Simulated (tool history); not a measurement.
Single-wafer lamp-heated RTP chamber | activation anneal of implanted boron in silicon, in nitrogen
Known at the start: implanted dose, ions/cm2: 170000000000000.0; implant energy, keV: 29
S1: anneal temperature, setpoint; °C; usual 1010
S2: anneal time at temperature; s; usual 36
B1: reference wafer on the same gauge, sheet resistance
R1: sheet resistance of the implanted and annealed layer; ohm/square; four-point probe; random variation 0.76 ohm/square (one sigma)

run   hour    S1  S2      B1      R1
  1    0.0   992  36  513.92  501.39
  2   12.9   992  36  513.84  500.98
  3   21.4   992  36  513.39  499.92
  4   39.3  1027  25  513.27  498.30
  5   46.8  1027  25  513.33  498.76
  6   59.2  1033  36  513.07  498.46
  7   75.1  1010  51  512.73  496.41
  8   86.2  1010  51  512.77  495.84
  9  101.0  1010  36  512.39  496.31
 10  110.5  1010  36  512.58  496.86
 11  123.3  1010  36  512.47  497.08
     142.3  -- pyrometer window cleaned and pyrometer calibrated
 12  142.8  1010  36  512.23  497.34
 13  156.0  1010  36  512.16  496.00
 14  169.8  1010  36  512.10  496.19
 15  177.0  1010  36  512.08  495.85
 16  183.2  1010  36  512.02  497.50
 17  189.6  1010  36  512.17  496.26
 18  200.5  1002  50  512.07  497.03
 19  207.4   998  36  511.54  496.44
     210.6  -- gauge calibrated
 20  226.4  1032  49  518.81  502.47
 21  235.1   985  36  518.65  506.47
 22  252.1   989  53  518.00  504.65
 23  260.3  1036  27  517.56  501.67
     281.8  -- pyrometer window cleaned and pyrometer calibrated
 24  282.3  1010  22  516.54  503.36
 25  291.7   985  46  516.25  505.00
 26  304.2   999  27  515.86  503.00
     316.3  -- reflector plate cleaned
 27  327.8  1037  55  515.04  498.29
 28  333.8  1010  36  514.76  500.70
 29  349.1  1010  53  514.71  498.07
 30  363.6  1010  36  514.16  498.09
 31  378.8  1010  57  513.82  496.71
 32  392.9  1010  36  513.71  497.32
     407.1  -- pyrometer window cleaned and pyrometer calibrated
 33  407.6   985  53  513.45  500.01
 34  422.5  1010  36  513.15  499.11

Measured less the same run without the tool's hidden state. The same run-to-run variation is in both; the gauge's scatter may not be:
The hidden state here: true wafer temperature minus pyrometer reading, K; wafer temperature error from the tarnished reflector plate, K; gauge reads high (%).
run     R1
  1  -5.84
  2  -6.08
  3  -6.21
  4  -6.47
  5  -6.58
  6  -6.75
  7  -6.92
  8  -7.03
  9  -7.20
 10  -7.29
 11  -7.41
 12  -7.56
 13  -7.64
 14  -7.73
 15  -7.77
 16  -7.82
 17  -7.84
 18  -7.91
 19  -7.93
 20  -0.91
 21  -1.36
 22  -2.16
 23  -2.49
 24  -3.36
 25  -3.70
 26  -4.10
 27  -4.73
 28  -4.91
 29  -5.25
 30  -5.57
 31  -5.85
 32  -6.11
 33  -6.38
 34  -6.58
